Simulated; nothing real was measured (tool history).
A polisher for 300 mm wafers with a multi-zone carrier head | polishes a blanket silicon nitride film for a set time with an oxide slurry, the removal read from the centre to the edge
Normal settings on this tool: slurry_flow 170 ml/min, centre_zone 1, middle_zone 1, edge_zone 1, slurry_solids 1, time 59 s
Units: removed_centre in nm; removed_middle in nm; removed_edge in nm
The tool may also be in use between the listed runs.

run   hour  slurry_flow  centre_zone  middle_zone  edge_zone  slurry_solids  time  wafers since the last listed run  wafers polished on this pad  hours since the slurry nozzle was cleaned  hours since the centre zone pressure was calibrated  hours since the edge zone pressure was calibrated  hours since the carrier head's membrane was replaced  incoming thickness of the incoming film, nm  removed_centre  removed_middle  removed_edge
  1      0          170            1            1          1              1    59                                 0                           31                                      404.5                                                 57.2                                             1275.9                                                    28                                        391.2            44.8            47.9            46
  2   11.6          170            1            1          1              1    59                               120                          152                                      416.1                                                 68.8                                             1287.5                                                  39.6                                        392.8            44.6            47.3          46.5
  3   21.5          155            1         1.09       0.97              1    77                               103                          255                                        426                                                 78.7                                             1297.4                                                  49.5                                        393.9            57.4            65.3          59.1
  4   32.3          155            1            1        1.1            1.2    41                               112                          368                                      436.8                                                 89.5                                             1308.2                                                  60.3                                        392.4            33.3            35.2          36.9
  5   49.6          170            1            1          1              1    59                               180                          548                                      454.1                                                106.8                                             1325.5                                                  77.6                                        388.7            44.9            47.9          46.5
      52.8  -- edge zone pressure recalibrated
  6   66.8          150            1         0.89          1            0.7    59                               158                          706                                      471.3                                                  124                                                 14                                                  94.8                                        391.1              35            35.9          37.3
  7   74.2          170            1            1          1              1    59                                77                          784                                      478.7                                                131.4                                               21.4                                                 102.2                                        396.5            44.2            48.1          45.9
  8   85.8          170         1.05            1          1              1    59                               120                          904                                      490.3                                                  143                                                 33                                                 113.8                                        392.7            44.5            48.2            46
  9   92.2          200         0.91            1          1            1.2    59                                66                          971                                      496.7                                                149.4                                               39.4                                                 120.2                                        388.7            46.1            54.5          51.5
     101.7  -- worn pad replaced by a new one
 10  106.3          170            1            1       1.11           1.25    59                               105                           48                                      510.8                                                163.5                                               53.5                                                 134.3                                        391.2            49.3            52.8          54.3
 11  116.5          170            1            1          1              1    59                               106                          154                                        521                                                173.7                                               63.7                                                 144.5                                        396.1              44            47.3          47.8
 12  123.9          170            1            1          1           0.85    59                                77                          231                                      528.4                                                181.1                                               71.1                                                 151.9                                        388.2            39.3            43.1          41.9
     130.2  -- slurry nozzle cleaned
 13    140          200         0.94         1.07          1              1    51                               157                          388                                        9.8                                                197.2                                               87.2                                                   168                                          391            36.9            43.8          41.3
 14  155.5          170            1         0.93          1              1    59                               161                          550                                       25.3                                                212.7                                              102.7                                                 183.5                                        388.5            43.4            44.7          46.2
 15  171.7          170            1            1       1.06              1    59                               168                          719                                       41.5                                                228.9                                              118.9                                                 199.7                                        393.6            42.8            47.4          47.9
 16  187.9          170         0.88            1          1              1    59                               168                          887                                       57.7                                                245.1                                              135.1                                                 215.9                                        393.3            39.7            47.7          46.7
 17  203.7          140         1.06         0.96          1            1.2    59                               164                         1052                                       73.5                                                260.9                                              150.9                                                 231.7                                        389.1            48.5            48.8          50.3
     212.2  -- worn pad replaced by a new one
 18  212.7          220            1            1       1.04            1.2    78                                52                            5                                       82.5                                                269.9                                              159.9                                                 240.7                                        393.1            64.3            69.7          70.4
 19  223.4          170            1            1       0.92              1    59                               111                          116                                       93.2                                                280.6                                              170.6                                                 251.4                                        390.7              43            46.8            45
 20  235.5          170         1.08         0.95          1            0.8    69                               126                          242                                      105.3                                                292.7                                              182.7                                                 263.5                                        389.1            45.8            47.9          47.6
 21    250          170            1         1.04          1              1    59                               151                          394                                      119.8                                                307.2                                              197.2                                                   278                                        392.1              43            48.3            47

Below are 5 alternative next runs, each starting from the tool's condition after run 21. Predict each:
  A  250.4          170         1.08            1          1              1    59                                 4                          398                                      120.2                                                307.6                                              197.6                                                 278.4                                        393.5               ?               ?             ?
  B  250.4          220         1.11         1.09          1            0.9    59                                 4                          398                                      120.2                                                307.6                                              197.6                                                 278.4                                        393.5               ?               ?             ?
  C  250.4          170            1            1       1.07            1.1    45                                 4                          398                                      120.2                                                307.6                                              197.6                                                 278.4                                        393.5               ?               ?             ?
  D  250.4          170         1.09            1          1              1    43                                 4                          398                                      120.2                                                307.6                                              197.6                                                 278.4                                        393.5               ?               ?             ?
  E  250.4          170            1         0.89          1              1    39                                 4                          398                                      120.2                                                307.6                                              197.6                                                 278.4                                        393.5               ?               ?             ?

run  removed_centre  removed_middle  removed_edge
  A            45.8            47.7          46.5
  B            45.6            49.2          44.9
  C            34.8            38.2          38.5
  D            33.6            34.7          33.9
  E            28.7            29.2          30.8
With the hidden condition removed and each run's random variation left untouched, the same runs would have given:
run  removed_centre  removed_middle  removed_edge
  A              49            47.7          46.5
  B            48.8            49.2          44.9
  C            37.3            38.2          38.5
  D            35.9            34.7          33.9
  E            30.7            29.2          30.8
